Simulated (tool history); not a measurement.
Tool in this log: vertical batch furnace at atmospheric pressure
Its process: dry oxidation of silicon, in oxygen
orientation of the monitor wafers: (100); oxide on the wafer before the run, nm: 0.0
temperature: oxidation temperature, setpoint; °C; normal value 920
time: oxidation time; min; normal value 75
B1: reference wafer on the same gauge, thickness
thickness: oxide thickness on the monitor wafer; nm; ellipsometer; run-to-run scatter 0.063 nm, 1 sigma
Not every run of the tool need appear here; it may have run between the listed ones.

{"run": 1, "hour": 0.0, "temperature": 920, "time": 75, "B1": 32.01, "thickness": 31.6}
{"run": 2, "hour": 33.0, "temperature": 920, "time": 75, "B1": 32.01, "thickness": 31.58}
{"run": 3, "hour": 66.6, "temperature": 920, "time": 75, "B1": 32, "thickness": 31.59}
{"run": 4, "hour": 85.7, "temperature": 930, "time": 75, "B1": 32.01, "thickness": 34.88}
{"run": 5, "hour": 107.6, "temperature": 920, "time": 75, "B1": 32, "thickness": 31.74}
{"run": 6, "hour": 135.8, "temperature": 920, "time": 75, "B1": 31.99, "thickness": 31.76}
{"run": 7, "hour": 155.0, "temperature": 920, "time": 75, "B1": 31.99, "thickness": 31.73}
{"run": 8, "hour": 173.5, "temperature": 920, "time": 75, "B1": 31.99, "thickness": 31.67}
{"run": 9, "hour": 195.9, "temperature": 920, "time": 75, "B1": 32.01, "thickness": 31.63}
{"run": 10, "hour": 222.4, "temperature": 920, "time": 75, "B1": 32, "thickness": 31.82}
{"run": 11, "hour": 247.4, "temperature": 920, "time": 75, "B1": 32.01, "thickness": 31.71}
{"run": 12, "hour": 281.3, "temperature": 920, "time": 84, "B1": 32.03, "thickness": 34.28}
{"run": 13, "hour": 297.4, "temperature": 920, "time": 75, "B1": 32.01, "thickness": 31.76}
{"run": 14, "hour": 331.0, "temperature": 903, "time": 75, "B1": 32, "thickness": 26.79}
{"run": 15, "hour": 389.3, "temperature": 903, "time": 75, "B1": 31.99, "thickness": 26.87}
{"run": 16, "hour": 422.4, "temperature": 903, "time": 75, "B1": 32.02, "thickness": 26.9}
{"run": 17, "hour": 440.7, "temperature": 920, "time": 75, "B1": 32.03, "thickness": 31.79}
{"hour": 473.9, "done": "boat lift adjusted"}
{"run": 18, "hour": 475.0, "temperature": 903, "time": 75, "B1": 31.99, "thickness": 26.92}
{"run": 19, "hour": 491.7, "temperature": 940, "time": 87, "B1": 32, "thickness": 43.35}
{"run": 20, "hour": 523.1, "temperature": 920, "time": 75, "B1": 32.01, "thickness": 31.79}
{"run": 21, "hour": 608.1, "temperature": 897, "time": 99.5, "B1": 32, "thickness": 30.61}
{"run": 22, "hour": 622.0, "temperature": 920, "time": 75, "B1": 32.01, "thickness": 31.88}
{"run": 23, "hour": 637.4, "temperature": 910, "time": 75, "B1": 32, "thickness": 28.88}
{"hour": 648.2, "done": "gauge calibrated"}
{"run": 24, "hour": 658.6, "temperature": 910, "time": 75, "B1": 32.01, "thickness": 29.03}
{"run": 25, "hour": 687.3, "temperature": 903, "time": 75, "B1": 32.01, "thickness": 26.98}
{"hour": 724.7, "done": "thermocouples replaced and temperature profile calibrated"}
{"run": 26, "hour": 725.2, "temperature": 938, "time": 75, "B1": 32.01, "thickness": 36.64}
{"run": 27, "hour": 746.0, "temperature": 929, "time": 93.5, "B1": 32, "thickness": 38.71}
{"run": 28, "hour": 759.6, "temperature": 938, "time": 75, "B1": 31.99, "thickness": 36.42}
{"run": 29, "hour": 783.0, "temperature": 929, "time": 63.5, "B1": 32, "thickness": 29.8}
{"run": 30, "hour": 846.3, "temperature": 906, "time": 41.5, "B1": 31.99, "thickness": 18.01}
{"run": 31, "hour": 873.5, "temperature": 908, "time": 106.5, "B1": 31.98, "thickness": 34.34}
{"run": 32, "hour": 891.2, "temperature": 937, "time": 92, "B1": 32.02, "thickness": 41.51}
{"run": 33, "hour": 923.0, "temperature": 899, "time": 44.5, "B1": 32, "thickness": 17.54}
{"run": 34, "hour": 953.6, "temperature": 934, "time": 44, "B1": 32.02, "thickness": 24.62}

Selected run-to-run steps in thickness, each split into two signed amounts: the part the tool would show with no hidden state at all (from settings, incoming material and random variation), and the remainder, which goes to the hidden state together with any gauge scatter not common to the measured and the hidden-state-free results:
Hidden conditions of the tool in this case: true tube temperature minus thermocouple reading, K; monitor wafer colder than the profiled boat position, K; gauge reads high (%).
Run 18 -> 19: temperature 903 -> 940, time 75 -> 87. thickness +16.43 nm: hidden state +0.92, all else +15.51.
Run 19 -> 20: temperature 940 -> 920, time 87 -> 75. thickness -11.56 nm: hidden state -0.72, all else -10.84.
Run 25 -> 26: temperature 903 -> 938, thermocouples replaced and temperature profile calibrated. thickness +9.66 nm: hidden state -1.11, all else +10.77.
Run 30 -> 31: temperature 906 -> 908, time 41.5 -> 106.5. thickness +16.33 nm: hidden state +0.15, all else +16.18.
Run 32 -> 33: temperature 937 -> 899, time 92 -> 44.5. thickness -23.97 nm: hidden state -0.21, all else -23.76.
